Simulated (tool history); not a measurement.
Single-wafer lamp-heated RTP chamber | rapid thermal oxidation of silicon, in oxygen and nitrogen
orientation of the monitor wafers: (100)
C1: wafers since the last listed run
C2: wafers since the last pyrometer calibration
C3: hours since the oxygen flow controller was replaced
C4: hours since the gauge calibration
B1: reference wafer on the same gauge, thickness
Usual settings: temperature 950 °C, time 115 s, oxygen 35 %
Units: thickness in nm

{"run": 1, "hour": 0.0, "temperature": 950, "time": 115, "oxygen": 35, "C1": 0, "C2": 3008, "C3": 1882.2, "C4": 131.3, "B1": 3.5, "thickness": 3.651}
{"hour": 8.4, "done": "gauge calibrated"}
{"run": 2, "hour": 8.8, "temperature": 950, "time": 115, "oxygen": 35, "C1": 111, "C2": 3120, "C3": 1891, "C4": 0.4, "B1": 3.494, "thickness": 3.65}
{"run": 3, "hour": 34.4, "temperature": 950, "time": 115, "oxygen": 35, "C1": 325, "C2": 3445, "C3": 1916.6, "C4": 26, "B1": 3.497, "thickness": 3.665}
{"run": 4, "hour": 44.1, "temperature": 950, "time": 115, "oxygen": 35, "C1": 123, "C2": 3568, "C3": 1926.3, "C4": 35.7, "B1": 3.499, "thickness": 3.661}
{"run": 5, "hour": 56.1, "temperature": 950, "time": 115, "oxygen": 35, "C1": 152, "C2": 3721, "C3": 1938.3, "C4": 47.7, "B1": 3.499, "thickness": 3.664}
{"run": 6, "hour": 65.4, "temperature": 950, "time": 115, "oxygen": 54, "C1": 118, "C2": 3839, "C3": 1947.6, "C4": 57, "B1": 3.5, "thickness": 4.163}
{"hour": 76.3, "done": "pyrometer window cleaned and pyrometer calibrated"}
{"run": 7, "hour": 76.8, "temperature": 950, "time": 115, "oxygen": 35, "C1": 43, "C2": 6, "C3": 1959, "C4": 68.4, "B1": 3.498, "thickness": 3.663}
{"run": 8, "hour": 83.6, "temperature": 950, "time": 115, "oxygen": 35, "C1": 86, "C2": 93, "C3": 1965.8, "C4": 75.2, "B1": 3.498, "thickness": 3.605}

The next listed run, before its measurement:
{"run": 9, "hour": 94.2, "temperature": 930, "time": 135, "oxygen": 60, "C1": 134, "C2": 227, "C3": 1976.4, "C4": 85.8, "B1": "?", "thickness": "?"}

{"run 9": {"B1": 3.499, "thickness": 3.963}}
Without the tool's hidden state the same run would have given thickness 3.963 nm.
